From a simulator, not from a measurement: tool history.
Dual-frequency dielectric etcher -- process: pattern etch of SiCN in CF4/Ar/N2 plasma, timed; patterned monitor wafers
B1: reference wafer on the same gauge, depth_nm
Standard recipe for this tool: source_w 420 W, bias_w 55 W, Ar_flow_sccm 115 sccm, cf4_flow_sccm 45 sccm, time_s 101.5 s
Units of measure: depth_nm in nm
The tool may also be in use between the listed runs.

{"run": 1, "hour": 0.0, "source_w": 420, "bias_w": 55, "Ar_flow_sccm": 115, "cf4_flow_sccm": 45, "time_s": 101.5, "B1": 68.4, "depth_nm": 65}
{"run": 2, "hour": 61.1, "source_w": 420, "bias_w": 55, "Ar_flow_sccm": 115, "cf4_flow_sccm": 45, "time_s": 101.5, "B1": 68.4, "depth_nm": 64.8}
{"run": 3, "hour": 92.1, "source_w": 420, "bias_w": 55, "Ar_flow_sccm": 115, "cf4_flow_sccm": 45, "time_s": 101.5, "B1": 68.4, "depth_nm": 64.6}
{"run": 4, "hour": 142.6, "source_w": 420, "bias_w": 55, "Ar_flow_sccm": 115, "cf4_flow_sccm": 45, "time_s": 101.5, "B1": 68.5, "depth_nm": 64.3}
{"run": 5, "hour": 175.6, "source_w": 420, "bias_w": 55, "Ar_flow_sccm": 115, "cf4_flow_sccm": 45, "time_s": 101.5, "B1": 68.4, "depth_nm": 64.5}
{"run": 6, "hour": 227.5, "source_w": 420, "bias_w": 55, "Ar_flow_sccm": 115, "cf4_flow_sccm": 45, "time_s": 101.5, "B1": 68.5, "depth_nm": 63.9}
{"run": 7, "hour": 291.5, "source_w": 420, "bias_w": 55, "Ar_flow_sccm": 115, "cf4_flow_sccm": 45, "time_s": 101.5, "B1": 68.4, "depth_nm": 62.7}
{"run": 8, "hour": 348.4, "source_w": 420, "bias_w": 55, "Ar_flow_sccm": 115, "cf4_flow_sccm": 45, "time_s": 101.5, "B1": 68.5, "depth_nm": 63.7}
{"run": 9, "hour": 393.9, "source_w": 420, "bias_w": 55, "Ar_flow_sccm": 115, "cf4_flow_sccm": 45, "time_s": 101.5, "B1": 68.5, "depth_nm": 62.9}
{"hour": 474.0, "done": "CF4 flow controller replaced"}
{"hour": 499.2, "done": "bias power generator calibrated"}
{"hour": 530.0, "done": "wet clean of the chamber"}
{"hour": 534.2, "done": "gauge calibrated"}
{"hour": 535.1, "done": "Ar flow controller replaced"}
{"run": 10, "hour": 559.6, "source_w": 420, "bias_w": 55, "Ar_flow_sccm": 115, "cf4_flow_sccm": 38, "time_s": 101.5, "B1": 68.3, "depth_nm": 63.3}
{"hour": 594.9, "done": "upper electrode replaced"}
{"run": 11, "hour": 595.4, "source_w": 420, "bias_w": 55, "Ar_flow_sccm": 115, "cf4_flow_sccm": 38, "time_s": 101.5, "B1": 68.5, "depth_nm": 63.3}
{"run": 12, "hour": 688.5, "source_w": 420, "bias_w": 55, "Ar_flow_sccm": 86, "cf4_flow_sccm": 50, "time_s": 121, "B1": 68.4, "depth_nm": 81.8}

Forecast run 13:
{"run": 13, "hour": 724.3, "source_w": 420, "bias_w": 51, "Ar_flow_sccm": 133, "cf4_flow_sccm": 35, "time_s": 101.5, "B1": "?", "depth_nm": "?"}

Run 13 gave B1 68.3, depth_nm 59.5 nm.
The same run, on a tool lacking any hidden state, would have yielded depth_nm 60.7 nm.

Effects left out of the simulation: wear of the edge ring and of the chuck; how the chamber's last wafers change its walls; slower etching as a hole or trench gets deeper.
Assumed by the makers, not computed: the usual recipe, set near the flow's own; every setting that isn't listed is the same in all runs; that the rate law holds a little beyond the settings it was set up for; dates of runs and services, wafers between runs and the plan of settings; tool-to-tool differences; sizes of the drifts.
